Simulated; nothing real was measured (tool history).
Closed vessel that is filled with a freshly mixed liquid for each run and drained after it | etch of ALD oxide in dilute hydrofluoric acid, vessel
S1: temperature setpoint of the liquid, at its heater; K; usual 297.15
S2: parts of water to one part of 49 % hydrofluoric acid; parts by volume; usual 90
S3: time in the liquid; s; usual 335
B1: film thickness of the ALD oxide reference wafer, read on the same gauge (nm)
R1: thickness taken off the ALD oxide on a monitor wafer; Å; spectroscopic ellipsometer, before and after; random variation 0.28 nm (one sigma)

run,hour,S1,S2,S3,B1,R1
1,0.0,297.15,90,335,99.99,688.8
2,8.0,297.15,90,335,99.99,691.5
3,20.8,299.65,90,335,100.01,759.7
4,37.4,299.65,90,335,99.98,758.0
5,47.2,299.65,90,335,100.00,757.1
6,65.2,297.15,90,335,100.01,692.0
7,82.6,297.15,90,335,100.01,686.2
8,91.1,297.15,90,335,100.03,686.9
9,105.6,297.15,90,335,99.99,685.5
10,118.1,297.15,90,335,100.05,698.4
11,126.8,297.15,90,485,100.00,1009.8
12,142.5,297.15,90,485,100.01,1010.7
13,158.4,297.15,90,485,99.99,1010.9
14,170.8,297.15,90,335,99.95,694.8
15,186.5,297.15,90,335,100.00,691.9
16,196.0,298.65,90,335,100.01,733.4
17,247.8,301.65,105,235,100.01,491.4
# hour 252.9: hydrofluoric acid flow meter replaced
18,259.1,297.15,90,335,100.01,608.3
19,276.9,297.15,90,335,99.99,600.5
20,316.5,297.15,90,335,100.02,608.3
21,331.0,297.15,50,155,99.97,530.2
# hour 357.4: gauge calibrated
22,374.3,297.15,90,265,100.01,481.4
23,381.1,297.15,90,335,100.03,610.8
24,387.5,297.15,115,335,100.02,462.1
25,401.7,297.15,90,335,99.97,607.5
# hour 406.3: thermometer replaced
26,449.0,297.15,115,190,99.98,263.6
27,457.7,300.65,55,175,100.01,635.2
28,468.7,300.15,75,510,99.99,1284.1
29,480.7,297.15,90,335,100.00,611.3
30,488.1,297.15,90,460,99.98,844.7
31,500.0,301.65,50,335,99.98,1396.5
32,517.6,293.15,55,205,100.00,538.7
33,525.5,297.15,115,190,100.00,267.4
34,575.1,293.15,55,275,100.00,733.1

Forecast each of these 4 alternatives for the next run:
A,575.8,297.15,90,335,?,?
B,575.8,293.15,90,335,?,?
C,575.8,297.15,130,335,?,?
D,575.8,295.15,130,460,?,?

run,B1,R1
A,100.01,622.5
B,100.01,529.0
C,100.01,411.1
D,100.01,521.8
Without the tool's hidden state the same runs would have given:
run,R1
A,604.0
B,513.5
C,398.4
D,505.9

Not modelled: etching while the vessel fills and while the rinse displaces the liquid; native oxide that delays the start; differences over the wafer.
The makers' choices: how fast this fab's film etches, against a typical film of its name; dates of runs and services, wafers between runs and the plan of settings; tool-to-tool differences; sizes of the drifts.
